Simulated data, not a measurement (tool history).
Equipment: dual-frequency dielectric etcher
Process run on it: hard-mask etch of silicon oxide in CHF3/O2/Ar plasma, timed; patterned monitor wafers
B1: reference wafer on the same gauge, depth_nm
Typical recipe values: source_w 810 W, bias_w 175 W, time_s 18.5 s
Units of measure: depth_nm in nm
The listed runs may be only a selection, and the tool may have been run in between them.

run 1 hour=0.0 | source_w=810 bias_w=175 time_s=18.5 | B1=35.29 | depth_nm=39.57
run 2 hour=68.0 | source_w=810 bias_w=175 time_s=18.5 | B1=35.31 | depth_nm=39.64
run 3 hour=153.8 | source_w=810 bias_w=175 time_s=18.5 | B1=35.31 | depth_nm=39.54
run 4 hour=215.5 | source_w=810 bias_w=189 time_s=22.5 | B1=35.30 | depth_nm=49.69
run 5 hour=310.7 | source_w=810 bias_w=189 time_s=22.5 | B1=35.29 | depth_nm=49.55
run 6 hour=393.5 | source_w=810 bias_w=189 time_s=22.5 | B1=35.28 | depth_nm=49.44
-- hour=442.2 wet clean of the chamber
-- hour=601.9 upper electrode replaced
run 7 hour=673.0 | source_w=810 bias_w=175 time_s=16.5 | B1=35.29 | depth_nm=35.19
run 8 hour=732.4 | source_w=810 bias_w=175 time_s=16.5 | B1=35.27 | depth_nm=35.21
-- hour=771.8 gauge calibrated
run 9 hour=830.9 | source_w=810 bias_w=175 time_s=18.5 | B1=35.30 | depth_nm=39.49
run 10 hour=926.1 | source_w=810 bias_w=160 time_s=18.5 | B1=35.29 | depth_nm=38.03
-- hour=964.5 bias power generator calibrated
-- hour=983.8 wet clean of the chamber
-- hour=995.4 source power generator calibrated
run 11 hour=1018.2 | source_w=740 bias_w=136 time_s=21.0 | B1=35.30 | depth_nm=40.54
run 12 hour=1118.5 | source_w=810 bias_w=175 time_s=18.5 | B1=35.31 | depth_nm=40.91
run 13 hour=1199.3 | source_w=810 bias_w=175 time_s=16.0 | B1=35.30 | depth_nm=35.22
run 14 hour=1267.9 | source_w=990 bias_w=214 time_s=15.5 | B1=35.30 | depth_nm=39.83
run 15 hour=1319.9 | source_w=650 bias_w=196 time_s=20.0 | B1=35.30 | depth_nm=42.56
run 16 hour=1399.5 | source_w=670 bias_w=137 time_s=13.5 | B1=35.29 | depth_nm=24.95
run 17 hour=1459.1 | source_w=810 bias_w=175 time_s=18.5 | B1=35.27 | depth_nm=40.53

Consider 4 possible next runs. They are alternatives, not a sequence: every one starts from the tool as it was left by run 17. What does each give?
run A hour=1459.5 | source_w=810 bias_w=175 time_s=18.5 | B1=? | depth_nm=?
run B hour=1459.5 | source_w=880 bias_w=190 time_s=13.5 | B1=? | depth_nm=?
run C hour=1459.5 | source_w=810 bias_w=199 time_s=22.0 | B1=? | depth_nm=?
run D hour=1459.5 | source_w=640 bias_w=197 time_s=16.0 | B1=? | depth_nm=?

run=A B1=35.28 depth_nm=40.66
run=B B1=35.28 depth_nm=31.64
run=C B1=35.28 depth_nm=51.01
run=D B1=35.28 depth_nm=33.98
Without the tool's hidden state the same runs would have given:
run=A depth_nm=41.35
run=B depth_nm=32.19
run=C depth_nm=51.91
run=D depth_nm=34.58
